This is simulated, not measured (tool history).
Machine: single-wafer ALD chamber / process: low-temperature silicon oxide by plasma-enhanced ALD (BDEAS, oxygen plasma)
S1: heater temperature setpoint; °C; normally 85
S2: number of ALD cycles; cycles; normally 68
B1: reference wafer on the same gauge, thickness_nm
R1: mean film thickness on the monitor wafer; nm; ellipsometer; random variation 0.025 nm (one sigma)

run 1 day=0 | S1=91 S2=68 | B1=9.313 | R1=9.924
run 2 day=0.596 | S1=85 S2=68 | B1=9.326 | R1=10.063
run 3 day=1.312 | S1=85 S2=68 | B1=9.325 | R1=10.049
run 4 day=2.488 | S1=85 S2=68 | B1=9.337 | R1=10.079
run 5 day=2.921 | S1=85 S2=68 | B1=9.343 | R1=10.082
run 6 day=3.567 | S1=85 S2=68 | B1=9.346 | R1=10.064
run 7 day=4.208 | S1=85 S2=68 | B1=9.348 | R1=10.058
run 8 day=4.946 | S1=85 S2=68 | B1=9.361 | R1=10.062
run 9 day=5.504 | S1=85 S2=68 | B1=9.363 | R1=10.156
run 10 day=6.167 | S1=85 S2=68 | B1=9.368 | R1=10.12
run 11 day=6.775 | S1=85 S2=58 | B1=9.373 | R1=8.663
run 12 day=7.033 | S1=85 S2=58 | B1=9.372 | R1=8.639
run 13 day=7.779 | S1=85 S2=68 | B1=9.383 | R1=10.119
-- day=8.179 gauge calibrated
run 14 day=8.238 | S1=85 S2=73 | B1=9.216 | R1=10.716
run 15 day=8.867 | S1=85 S2=73 | B1=9.217 | R1=10.641
run 16 day=9.2 | S1=85 S2=68 | B1=9.226 | R1=9.944
run 17 day=9.767 | S1=85 S2=68 | B1=9.226 | R1=9.985
run 18 day=10.271 | S1=85 S2=68 | B1=9.228 | R1=9.935
run 19 day=10.842 | S1=85 S2=68 | B1=9.235 | R1=9.963
run 20 day=11.508 | S1=85 S2=68 | B1=9.244 | R1=10.008
run 21 day=11.762 | S1=85 S2=68 | B1=9.243 | R1=9.957
run 22 day=12.104 | S1=77 S2=78 | B1=9.243 | R1=11.747
-- day=12.792 thermocouple changed; heater temperature recalibrated
run 23 day=12.812 | S1=71 S2=79 | B1=9.253 | R1=12.07
run 24 day=13.438 | S1=73 S2=56 | B1=9.261 | R1=8.522
run 25 day=13.925 | S1=80 S2=78 | B1=9.262 | R1=11.637
run 26 day=14.417 | S1=99 S2=55 | B1=9.267 | R1=7.756
run 27 day=14.921 | S1=71 S2=73 | B1=9.273 | R1=11.188
run 28 day=15.317 | S1=85 S2=68 | B1=9.274 | R1=10.019
run 29 day=15.962 | S1=85 S2=74 | B1=9.278 | R1=10.902
run 30 day=16.517 | S1=85 S2=68 | B1=9.281 | R1=10.04
run 31 day=16.775 | S1=85 S2=79 | B1=9.284 | R1=11.591
run 32 day=17.112 | S1=96 S2=58 | B1=9.291 | R1=8.258
run 33 day=17.721 | S1=77 S2=63 | B1=9.296 | R1=9.508
run 34 day=18.212 | S1=70 S2=68 | B1=9.297 | R1=10.502
run 35 day=18.75 | S1=96 S2=80 | B1=9.305 | R1=11.402
run 36 day=19.246 | S1=75 S2=57 | B1=9.303 | R1=8.694
run 37 day=19.967 | S1=74 S2=77 | B1=9.314 | R1=11.751
run 38 day=20.483 | S1=85 S2=68 | B1=9.315 | R1=10.057

Predict each of these 5 candidate next runs independently; none follows another, all start after run 38:
run A day=20.504 | S1=85 S2=68 | B1=? | R1=?
run B day=20.504 | S1=75 S2=68 | B1=? | R1=?
run C day=20.504 | S1=73 S2=77 | B1=? | R1=?
run D day=20.504 | S1=74 S2=75 | B1=? | R1=?
run E day=20.504 | S1=85 S2=78 | B1=? | R1=?

run=A B1=9.319 R1=10.062
run=B B1=9.319 R1=10.365
run=C B1=9.319 R1=11.806
run=D B1=9.319 R1=11.466
run=E B1=9.319 R1=11.542
Without the tool's hidden state the same runs would have given:
run=A R1=9.968
run=B R1=10.269
run=C R1=11.696
run=D R1=11.359
run=E R1=11.434

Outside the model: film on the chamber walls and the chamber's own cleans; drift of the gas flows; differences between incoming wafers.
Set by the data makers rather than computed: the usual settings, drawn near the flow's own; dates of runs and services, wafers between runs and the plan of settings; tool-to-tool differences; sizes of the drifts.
